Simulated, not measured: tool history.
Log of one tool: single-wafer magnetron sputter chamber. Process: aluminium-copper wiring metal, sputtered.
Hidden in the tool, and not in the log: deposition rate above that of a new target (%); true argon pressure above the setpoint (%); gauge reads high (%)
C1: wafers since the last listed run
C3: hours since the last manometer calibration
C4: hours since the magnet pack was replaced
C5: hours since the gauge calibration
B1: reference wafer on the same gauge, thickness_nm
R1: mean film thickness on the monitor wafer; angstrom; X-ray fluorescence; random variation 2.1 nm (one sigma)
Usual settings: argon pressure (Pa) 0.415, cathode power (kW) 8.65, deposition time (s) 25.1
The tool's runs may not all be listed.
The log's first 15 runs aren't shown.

{"run": 16, "hour": 1113.6, "argon pressure (Pa)": 0.529, "cathode power (kW)": 9.85, "deposition time (s)": 27.9, "C1": 1727, "wafers on the sputter target": 8623, "C3": 955.2, "C4": 3806.8, "C5": 759.6, "B1": 375.876, "R1": 4353.12}
{"run": 17, "hour": 1205.0, "argon pressure (Pa)": 0.415, "cathode power (kW)": 8.65, "deposition time (s)": 25.1, "C1": 1768, "wafers on the sputter target": 10391, "C3": 1046.6, "C4": 3898.2, "C5": 851, "B1": 376.226, "R1": 3852.18}
{"run": 18, "hour": 1261.6, "argon pressure (Pa)": 0.457, "cathode power (kW)": 10.35, "deposition time (s)": 25.1, "C1": 1094, "wafers on the sputter target": 11486, "C3": 1103.2, "C4": 3954.8, "C5": 907.6, "B1": 376.249, "R1": 4201.5}
{"hour": 1332.3, "done": "sputter target and shields replaced"}
{"run": 19, "hour": 1414.0, "argon pressure (Pa)": 0.533, "cathode power (kW)": 7, "deposition time (s)": 22.5, "C1": 2793, "wafers on the sputter target": 1579, "C3": 1255.6, "C4": 4107.2, "C5": 1060, "B1": 375.748, "R1": 2917.1}
{"run": 20, "hour": 1484.6, "argon pressure (Pa)": 0.415, "cathode power (kW)": 8.65, "deposition time (s)": 26.3, "C1": 1365, "wafers on the sputter target": 2945, "C3": 1326.2, "C4": 4177.8, "C5": 1130.6, "B1": 375.716, "R1": 4132.27}
{"run": 21, "hour": 1542.3, "argon pressure (Pa)": 0.415, "cathode power (kW)": 8.65, "deposition time (s)": 25.1, "C1": 1116, "wafers on the sputter target": 4061, "C3": 1383.9, "C4": 4235.5, "C5": 1188.3, "B1": 376.313, "R1": 3900.73}
{"hour": 1573.7, "done": "magnet pack replaced"}
{"run": 22, "hour": 1609.1, "argon pressure (Pa)": 0.361, "cathode power (kW)": 8.05, "deposition time (s)": 22.4, "C1": 1137, "wafers on the sputter target": 5199, "C3": 1450.7, "C4": 35.4, "C5": 1255.1, "B1": 376.24, "R1": 3404.41}
{"run": 23, "hour": 1687.9, "argon pressure (Pa)": 0.415, "cathode power (kW)": 8.65, "deposition time (s)": 25.1, "C1": 1524, "wafers on the sputter target": 6723, "C3": 1529.5, "C4": 114.2, "C5": 1333.9, "B1": 376.608, "R1": 3870.46}
{"run": 24, "hour": 1728.9, "argon pressure (Pa)": 0.415, "cathode power (kW)": 10.55, "deposition time (s)": 25.1, "C1": 793, "wafers on the sputter target": 7517, "C3": 1570.5, "C4": 155.2, "C5": 1374.9, "B1": 375.782, "R1": 4387.52}
{"run": 25, "hour": 1765.0, "argon pressure (Pa)": 0.415, "cathode power (kW)": 8.65, "deposition time (s)": 20.8, "C1": 698, "wafers on the sputter target": 8215, "C3": 1606.6, "C4": 191.3, "C5": 1411, "B1": 375.339, "R1": 3177.6}
{"run": 26, "hour": 1814.7, "argon pressure (Pa)": 0.475, "cathode power (kW)": 6.55, "deposition time (s)": 26.5, "C1": 961, "wafers on the sputter target": 9176, "C3": 1656.3, "C4": 241, "C5": 1460.7, "B1": 375.794, "R1": 3316.2}
{"run": 27, "hour": 1912.0, "argon pressure (Pa)": 0.415, "cathode power (kW)": 7.65, "deposition time (s)": 27, "C1": 1882, "wafers on the sputter target": 11059, "C3": 1753.6, "C4": 338.3, "C5": 1558, "B1": 376.082, "R1": 3878.27}
{"hour": 1944.3, "done": "sputter target and shields replaced"}
{"run": 28, "hour": 1985.2, "argon pressure (Pa)": 0.343, "cathode power (kW)": 9.8, "deposition time (s)": 23.7, "C1": 1261, "wafers on the sputter target": 790, "C3": 1826.8, "C4": 411.5, "C5": 1631.2, "B1": 375.779, "R1": 4252.25}
{"run": 29, "hour": 2044.3, "argon pressure (Pa)": 0.415, "cathode power (kW)": 8.65, "deposition time (s)": 25.1, "C1": 1143, "wafers on the sputter target": 1934, "C3": 1885.9, "C4": 470.6, "C5": 1690.3, "B1": 376.598, "R1": 3952.21}
{"run": 30, "hour": 2150.7, "argon pressure (Pa)": 0.479, "cathode power (kW)": 8.65, "deposition time (s)": 25.1, "C1": 2058, "wafers on the sputter target": 3992, "C3": 1992.3, "C4": 577, "C5": 1796.7, "B1": 376.541, "R1": 3746.04}
{"run": 31, "hour": 2237.7, "argon pressure (Pa)": 0.415, "cathode power (kW)": 6.85, "deposition time (s)": 21.8, "C1": 1683, "wafers on the sputter target": 5675, "C3": 2079.3, "C4": 664, "C5": 1883.7, "B1": 375.477, "R1": 2939.29}
{"run": 32, "hour": 2340.3, "argon pressure (Pa)": 0.415, "cathode power (kW)": 8.65, "deposition time (s)": 25.1, "C1": 1984, "wafers on the sputter target": 7660, "C3": 2181.9, "C4": 766.6, "C5": 1986.3, "B1": 376.85, "R1": 3889.7}
{"run": 33, "hour": 2384.0, "argon pressure (Pa)": 0.344, "cathode power (kW)": 8.65, "deposition time (s)": 29.4, "C1": 845, "wafers on the sputter target": 8505, "C3": 2225.6, "C4": 810.3, "C5": 2030, "B1": 375.989, "R1": 4719.1}
{"run": 34, "hour": 2446.6, "argon pressure (Pa)": 0.415, "cathode power (kW)": 7.3, "deposition time (s)": 25.1, "C1": 1211, "wafers on the sputter target": 9716, "C3": 2288.2, "C4": 872.9, "C5": 2092.6, "B1": 376.142, "R1": 3477.58}

4 ways to go on from here, each from the tool as it stands after run 34. What would each give?
{"run": "A", "hour": 2447.0, "argon pressure (Pa)": 0.557, "cathode power (kW)": 8.65, "deposition time (s)": 25.1, "C1": 7, "wafers on the sputter target": 9724, "C3": 2288.6, "C4": 873.3, "C5": 2093, "B1": "?", "R1": "?"}
{"run": "B", "hour": 2447.0, "argon pressure (Pa)": 0.472, "cathode power (kW)": 7.5, "deposition time (s)": 22, "C1": 7, "wafers on the sputter target": 9724, "C3": 2288.6, "C4": 873.3, "C5": 2093, "B1": "?", "R1": "?"}
{"run": "C", "hour": 2447.0, "argon pressure (Pa)": 0.372, "cathode power (kW)": 10.6, "deposition time (s)": 28.1, "C1": 7, "wafers on the sputter target": 9724, "C3": 2288.6, "C4": 873.3, "C5": 2093, "B1": "?", "R1": "?"}
{"run": "D", "hour": 2447.0, "argon pressure (Pa)": 0.415, "cathode power (kW)": 10.75, "deposition time (s)": 25.1, "C1": 7, "wafers on the sputter target": 9724, "C3": 2288.6, "C4": 873.3, "C5": 2093, "B1": "?", "R1": "?"}

run=A B1=375.857 R1=3541.96
run=B B1=375.857 R1=2980.7
run=C B1=375.857 R1=5040.28
run=D B1=375.857 R1=4433.85
Without the tool's hidden state the same runs would have given:
run=A R1=3739.67
run=B R1=3147.09
run=C R1=5321.63
run=D R1=4681.35

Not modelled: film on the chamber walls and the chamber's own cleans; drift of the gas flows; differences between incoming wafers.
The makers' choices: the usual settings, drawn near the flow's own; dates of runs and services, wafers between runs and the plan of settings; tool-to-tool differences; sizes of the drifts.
